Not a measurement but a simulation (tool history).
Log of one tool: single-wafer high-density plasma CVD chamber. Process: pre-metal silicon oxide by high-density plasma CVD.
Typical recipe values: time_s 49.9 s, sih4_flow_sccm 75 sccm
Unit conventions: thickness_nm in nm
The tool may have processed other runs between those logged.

run,day,time_s,sih4_flow_sccm,"read-back reference wafer on the same gauge, thickness_nm",thickness_nm
1,0.000,49.9,75,403.215,380.134
2,2.117,49.9,75,402.925,380.589
3,4.854,49.9,75,402.856,379.487
4,8.754,49.9,75,402.879,379.885
5,11.450,47.1,75,403.155,358.243
6,14.054,47.1,75,402.712,358.597
7,17.754,47.1,75,402.827,357.319
8,20.492,44.3,84,403.049,365.577
9,22.279,42.0,67,402.781,294.005
10,26.500,40.9,75,402.560,310.569
# day 28.088: gauge calibrated
# day 30.067: silane flow controller replaced
11,30.150,57.7,82,402.513,453.955
12,32.979,47.1,75,402.870,347.474
# day 43.150: silane flow controller replaced, repeated, since the last time left the tool worse
13,45.754,57.6,81,403.064,473.661
14,48.629,41.1,87,402.880,357.014
15,51.825,57.6,81,403.155,473.997
16,55.108,49.9,75,403.028,388.704
17,58.008,59.8,66,403.341,423.709

Each row is a separate what-if for the run after 17, all from the same tool condition, not one after another. Results?
A,58.025,49.9,75,?,?
B,58.025,59.0,70,?,?
C,58.025,55.5,79,?,?

run,"read-back reference wafer on the same gauge, thickness_nm",thickness_nm
A,402.610,385.116
B,402.610,433.320
C,402.610,444.912
What these runs would have given with no unlogged condition in the tool:
run,thickness_nm
A,387.529
B,436.035
C,447.700
